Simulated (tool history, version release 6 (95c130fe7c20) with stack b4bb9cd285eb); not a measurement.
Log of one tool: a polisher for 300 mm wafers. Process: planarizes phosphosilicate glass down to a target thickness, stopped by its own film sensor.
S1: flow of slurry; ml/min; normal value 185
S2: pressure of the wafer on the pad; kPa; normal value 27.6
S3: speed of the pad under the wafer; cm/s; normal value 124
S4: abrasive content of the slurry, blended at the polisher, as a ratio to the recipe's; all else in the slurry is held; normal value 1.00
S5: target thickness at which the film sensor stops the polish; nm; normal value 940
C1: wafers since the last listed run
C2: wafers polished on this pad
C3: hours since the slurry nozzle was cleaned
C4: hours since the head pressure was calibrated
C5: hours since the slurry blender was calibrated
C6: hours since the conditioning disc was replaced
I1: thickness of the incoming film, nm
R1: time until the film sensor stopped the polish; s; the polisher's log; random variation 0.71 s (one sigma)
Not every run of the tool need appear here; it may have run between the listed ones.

{"run": 1, "hour": 0.0, "S1": 185, "S2": 27.6, "S3": 124, "S4": 1.0, "S5": 1086, "C1": 0, "C2": 413, "C3": 178.3, "C4": 832.8, "C5": 5.5, "C6": 17.9, "I1": 2179.6, "R1": 84.1}
{"run": 2, "hour": 51.2, "S1": 185, "S2": 27.6, "S3": 124, "S4": 1.0, "S5": 1086, "C1": 584, "C2": 997, "C3": 229.5, "C4": 884.0, "C5": 56.7, "C6": 69.1, "I1": 2230.1, "R1": 89.7}
{"hour": 66.2, "done": "head pressure recalibrated"}
{"run": 3, "hour": 109.8, "S1": 185, "S2": 20.7, "S3": 112, "S4": 1.0, "S5": 940, "C1": 645, "C2": 1643, "C3": 288.1, "C4": 43.6, "C5": 115.3, "C6": 127.7, "I1": 2190.2, "R1": 129.8}
{"run": 4, "hour": 157.8, "S1": 150, "S2": 24.8, "S3": 84, "S4": 0.85, "S5": 940, "C1": 547, "C2": 2191, "C3": 336.1, "C4": 91.6, "C5": 163.3, "C6": 175.7, "I1": 2204.5, "R1": 150.6}
{"run": 5, "hour": 198.2, "S1": 185, "S2": 27.6, "S3": 124, "S4": 1.0, "S5": 1312, "C1": 460, "C2": 2651, "C3": 376.5, "C4": 132.0, "C5": 203.7, "C6": 216.1, "I1": 2201.1, "R1": 66.3}
{"hour": 224.1, "done": "slurry nozzle cleaned"}
{"run": 6, "hour": 253.7, "S1": 135, "S2": 34.5, "S3": 110, "S4": 1.0, "S5": 940, "C1": 621, "C2": 3273, "C3": 29.6, "C4": 187.5, "C5": 259.2, "C6": 271.6, "I1": 2252.1, "R1": 92.1}
{"run": 7, "hour": 298.7, "S1": 125, "S2": 23.4, "S3": 124, "S4": 1.0, "S5": 940, "C1": 513, "C2": 3786, "C3": 74.6, "C4": 232.5, "C5": 304.2, "C6": 316.6, "I1": 2206.7, "R1": 123.9}
{"run": 8, "hour": 356.9, "S1": 185, "S2": 27.6, "S3": 100, "S4": 0.85, "S5": 940, "C1": 663, "C2": 4450, "C3": 132.8, "C4": 290.7, "C5": 362.4, "C6": 374.8, "I1": 2187.6, "R1": 125.7}
{"run": 9, "hour": 400.9, "S1": 185, "S2": 27.6, "S3": 160, "S4": 0.7, "S5": 940, "C1": 501, "C2": 4952, "C3": 176.8, "C4": 334.7, "C5": 406.4, "C6": 418.8, "I1": 2229.1, "R1": 116.6}
{"run": 10, "hour": 429.1, "S1": 185, "S2": 27.6, "S3": 124, "S4": 0.9, "S5": 1069, "C1": 321, "C2": 5274, "C3": 205.0, "C4": 362.9, "C5": 434.6, "C6": 447.0, "I1": 2217.6, "R1": 98.4}
{"hour": 437.3, "done": "worn pad replaced by a new one"}
{"run": 11, "hour": 494.7, "S1": 185, "S2": 31.7, "S3": 158, "S4": 1.0, "S5": 940, "C1": 702, "C2": 655, "C3": 270.6, "C4": 428.5, "C5": 500.2, "C6": 512.6, "I1": 2233.9, "R1": 78.3}
{"hour": 516.0, "done": "slurry blender recalibrated"}
{"run": 12, "hour": 552.2, "S1": 205, "S2": 23.4, "S3": 124, "S4": 1.0, "S5": 728, "C1": 633, "C2": 1288, "C3": 328.1, "C4": 486.0, "C5": 36.2, "C6": 570.1, "I1": 2218.7, "R1": 138.6}
{"hour": 585.4, "done": "conditioning disc replaced and pad reconditioned"}
{"run": 13, "hour": 604.6, "S1": 185, "S2": 27.6, "S3": 124, "S4": 1.0, "S5": 940, "C1": 574, "C2": 1863, "C3": 380.5, "C4": 538.4, "C5": 88.6, "C6": 19.2, "I1": 2193.9, "R1": 98.3}
{"hour": 646.6, "done": "slurry nozzle cleaned"}
{"run": 14, "hour": 666.2, "S1": 185, "S2": 27.6, "S3": 124, "S4": 1.2, "S5": 940, "C1": 691, "C2": 2554, "C3": 19.6, "C4": 600.0, "C5": 150.2, "C6": 80.8, "I1": 2165.7, "R1": 87.9}
{"run": 15, "hour": 713.8, "S1": 185, "S2": 27.6, "S3": 124, "S4": 1.0, "S5": 1086, "C1": 542, "C2": 3097, "C3": 67.2, "C4": 647.6, "C5": 197.8, "C6": 128.4, "I1": 2216.7, "R1": 89.2}
{"run": 16, "hour": 758.6, "S1": 185, "S2": 27.6, "S3": 124, "S4": 1.0, "S5": 940, "C1": 511, "C2": 3608, "C3": 112.0, "C4": 692.4, "C5": 242.6, "C6": 173.2, "I1": 2235.4, "R1": 105.2}
{"run": 17, "hour": 801.6, "S1": 185, "S2": 27.6, "S3": 124, "S4": 1.0, "S5": 711, "C1": 490, "C2": 4098, "C3": 155.0, "C4": 735.4, "C5": 285.6, "C6": 216.2, "I1": 2192.8, "R1": 121.3}
{"run": 18, "hour": 836.6, "S1": 145, "S2": 27.6, "S3": 142, "S4": 0.75, "S5": 940, "C1": 399, "C2": 4498, "C3": 190.0, "C4": 770.4, "C5": 320.6, "C6": 251.2, "I1": 2164.1, "R1": 117.3}
{"hour": 841.4, "done": "worn pad replaced by a new one"}
{"run": 19, "hour": 890.9, "S1": 185, "S2": 33.1, "S3": 124, "S4": 1.0, "S5": 940, "C1": 573, "C2": 564, "C3": 244.3, "C4": 824.7, "C5": 374.9, "C6": 305.5, "I1": 2229.4, "R1": 87.8}
{"run": 20, "hour": 955.8, "S1": 185, "S2": 27.6, "S3": 124, "S4": 1.0, "S5": 940, "C1": 740, "C2": 1304, "C3": 309.2, "C4": 889.6, "C5": 439.8, "C6": 370.4, "I1": 2204.3, "R1": 103.7}
{"hour": 968.6, "done": "head pressure recalibrated"}
{"run": 21, "hour": 979.8, "S1": 185, "S2": 37.2, "S3": 124, "S4": 1.0, "S5": 940, "C1": 250, "C2": 1555, "C3": 333.2, "C4": 11.2, "C5": 463.8, "C6": 394.4, "I1": 2188.1, "R1": 68.2}
{"hour": 1015.5, "done": "slurry blender recalibrated"}
{"run": 22, "hour": 1016.2, "S1": 185, "S2": 27.6, "S3": 124, "S4": 1.0, "S5": 940, "C1": 392, "C2": 1947, "C3": 369.6, "C4": 47.6, "C5": 0.7, "C6": 430.8, "I1": 2172.7, "R1": 90.5}
{"run": 23, "hour": 1043.2, "S1": 185, "S2": 27.6, "S3": 124, "S4": 0.9, "S5": 940, "C1": 307, "C2": 2255, "C3": 396.6, "C4": 74.6, "C5": 27.7, "C6": 457.8, "I1": 2218.8, "R1": 101.6}
{"hour": 1078.5, "done": "conditioning disc replaced and pad reconditioned"}
{"run": 24, "hour": 1082.0, "S1": 135, "S2": 19.3, "S3": 154, "S4": 0.75, "S5": 940, "C1": 419, "C2": 2675, "C3": 435.4, "C4": 113.4, "C5": 66.5, "C6": 3.5, "I1": 2196.7, "R1": 148.2}
{"run": 25, "hour": 1125.6, "S1": 120, "S2": 27.6, "S3": 84, "S4": 1.0, "S5": 940, "C1": 497, "C2": 3173, "C3": 479.0, "C4": 157.0, "C5": 110.1, "C6": 47.1, "I1": 2202.0, "R1": 127.3}
{"hour": 1145.6, "done": "slurry nozzle cleaned"}
{"run": 26, "hour": 1191.0, "S1": 185, "S2": 35.2, "S3": 124, "S4": 1.0, "S5": 940, "C1": 734, "C2": 3907, "C3": 45.4, "C4": 222.4, "C5": 175.5, "C6": 112.5, "I1": 2193.8, "R1": 73.5}

Same runs, no hidden state in the tool, same run-to-run variation:
Hidden conditions of the tool in this case: removal rate lost through wear of the pad, %; slurry flow missing at the pad, %; deviation of the head's pressure from its setpoint, %; abrasive missing from the slurry, %; time polished since the conditioner stopped cutting, s.
run=1 R1=74.9
run=2 R1=79.0
run=3 R1=123.6
run=4 R1=140.9
run=5 R1=60.6
run=6 R1=82.4
run=7 R1=110.9
run=8 R1=111.2
run=9 R1=101.1
run=10 R1=85.7
run=11 R1=66.6
run=12 R1=119.9
run=13 R1=87.1
run=14 R1=76.7
run=15 R1=77.3
run=16 R1=90.5
run=17 R1=103.9
run=18 R1=99.8
run=19 R1=74.2
run=20 R1=88.0
run=21 R1=64.5
run=22 R1=85.9
run=23 R1=95.5
run=24 R1=144.3
run=25 R1=121.8
run=26 R1=68.0
